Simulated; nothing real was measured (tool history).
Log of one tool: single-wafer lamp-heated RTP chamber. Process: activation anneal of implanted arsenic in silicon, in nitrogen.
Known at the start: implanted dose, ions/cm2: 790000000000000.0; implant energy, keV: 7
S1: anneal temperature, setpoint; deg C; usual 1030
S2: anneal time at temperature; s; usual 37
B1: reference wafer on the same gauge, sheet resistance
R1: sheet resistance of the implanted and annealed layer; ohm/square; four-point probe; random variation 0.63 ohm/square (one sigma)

{"run": 1, "day": 0.0, "S1": 1047, "S2": 37, "B1": 161.92, "R1": 154.06}
{"run": 2, "day": 1.492, "S1": 1030, "S2": 37, "B1": 162.05, "R1": 160.36}
{"run": 3, "day": 5.567, "S1": 1044, "S2": 25, "B1": 161.8, "R1": 160.22}
{"day": 6.258, "done": "pyrometer window cleaned and pyrometer calibrated"}
{"run": 4, "day": 6.317, "S1": 1044, "S2": 25, "B1": 161.91, "R1": 161.29}
{"run": 5, "day": 7.588, "S1": 1030, "S2": 37, "B1": 161.71, "R1": 159.9}
{"run": 6, "day": 8.846, "S1": 1030, "S2": 37, "B1": 162.0, "R1": 161.03}
{"run": 7, "day": 9.888, "S1": 1030, "S2": 37, "B1": 161.9, "R1": 160.52}
{"run": 8, "day": 10.579, "S1": 1030, "S2": 37, "B1": 162.15, "R1": 160.41}
{"run": 9, "day": 11.838, "S1": 1030, "S2": 37, "B1": 162.01, "R1": 160.55}
{"run": 10, "day": 12.383, "S1": 1037, "S2": 37, "B1": 161.91, "R1": 157.67}
{"run": 11, "day": 13.617, "S1": 1012, "S2": 37, "B1": 161.81, "R1": 169.1}
{"run": 12, "day": 14.238, "S1": 1010, "S2": 37, "B1": 162.19, "R1": 169.24}
{"run": 13, "day": 15.688, "S1": 1010, "S2": 37, "B1": 161.88, "R1": 169.68}
{"run": 14, "day": 16.279, "S1": 1030, "S2": 37, "B1": 161.62, "R1": 160.06}
{"run": 15, "day": 17.738, "S1": 1030, "S2": 37, "B1": 161.81, "R1": 160.4}
{"run": 16, "day": 21.358, "S1": 1030, "S2": 37, "B1": 161.98, "R1": 160.25}
{"run": 17, "day": 22.738, "S1": 1030, "S2": 37, "B1": 162.1, "R1": 161.33}
{"day": 23.608, "done": "pyrometer window cleaned and pyrometer calibrated"}
{"day": 23.704, "done": "reflector plate cleaned"}
{"run": 18, "day": 23.871, "S1": 1044, "S2": 28, "B1": 162.13, "R1": 158.54}
{"run": 19, "day": 25.35, "S1": 1015, "S2": 53, "B1": 162.23, "R1": 158.69}
{"run": 20, "day": 26.179, "S1": 1058, "S2": 37, "B1": 161.96, "R1": 149.69}
{"run": 21, "day": 27.154, "S1": 1042, "S2": 54, "B1": 162.14, "R1": 148.28}
{"run": 22, "day": 29.033, "S1": 1013, "S2": 37, "B1": 161.7, "R1": 165.23}
{"run": 23, "day": 29.883, "S1": 1030, "S2": 37, "B1": 161.86, "R1": 158.37}
{"day": 30.25, "done": "gauge calibrated"}
{"day": 31.229, "done": "reflector plate cleaned, repeated, since the last time left the tool worse"}
{"run": 24, "day": 31.25, "S1": 1021, "S2": 20, "B1": 161.97, "R1": 182.15}
{"run": 25, "day": 32.488, "S1": 1057, "S2": 37, "B1": 162.08, "R1": 151.87}
{"run": 26, "day": 33.15, "S1": 1030, "S2": 37, "B1": 161.99, "R1": 162.15}
{"run": 27, "day": 34.167, "S1": 1012, "S2": 37, "B1": 162.2, "R1": 169.42}
{"run": 28, "day": 35.667, "S1": 1050, "S2": 23, "B1": 162.17, "R1": 162.24}
{"run": 29, "day": 36.425, "S1": 1003, "S2": 43, "B1": 161.81, "R1": 172.71}
{"run": 30, "day": 37.279, "S1": 1022, "S2": 20, "B1": 161.75, "R1": 179.5}
{"run": 31, "day": 38.633, "S1": 1030, "S2": 21, "B1": 162.01, "R1": 173.38}
{"run": 32, "day": 39.821, "S1": 1041, "S2": 58, "B1": 162.02, "R1": 150.26}
{"day": 40.342, "done": "pyrometer window cleaned and pyrometer calibrated"}
{"run": 33, "day": 40.762, "S1": 1047, "S2": 37, "B1": 161.88, "R1": 155.2}
{"run": 34, "day": 42.008, "S1": 1045, "S2": 23, "B1": 161.96, "R1": 164.66}
{"run": 35, "day": 43.379, "S1": 1001, "S2": 20, "B1": 162.15, "R1": 192.8}
{"run": 36, "day": 44.579, "S1": 1030, "S2": 59, "B1": 161.81, "R1": 152.79}
{"run": 37, "day": 45.288, "S1": 1047, "S2": 26, "B1": 161.85, "R1": 159.67}

Measured less the same run without the tool's hidden state. The same run-to-run variation is in both; the gauge's scatter may not be:
The hidden state here: true wafer temperature minus pyrometer reading, K; wafer temperature error from the tarnished reflector plate, K; gauge reads high (%).
run=1 R1=-1.23
run=2 R1=-1.60
run=3 R1=-1.77
run=4 R1=-1.80
run=5 R1=-1.77
run=6 R1=-1.81
run=7 R1=-1.82
run=8 R1=-1.83
run=9 R1=-1.86
run=10 R1=-1.64
run=11 R1=-2.86
run=12 R1=-2.97
run=13 R1=-3.01
run=14 R1=-1.92
run=15 R1=-1.94
run=16 R1=-1.97
run=17 R1=-1.99
run=18 R1=-3.23
run=19 R1=-4.06
run=20 R1=-2.82
run=21 R1=-2.66
run=22 R1=-5.63
run=23 R1=-3.90
run=24 R1=-0.27
run=25 R1=-0.26
run=26 R1=-0.43
run=27 R1=-0.83
run=28 R1=-0.72
run=29 R1=-1.31
run=30 R1=-1.40
run=31 R1=-1.40
run=32 R1=-0.75
run=33 R1=-0.92
run=34 R1=-1.33
run=35 R1=-2.52
run=36 R1=-1.10
run=37 R1=-1.37
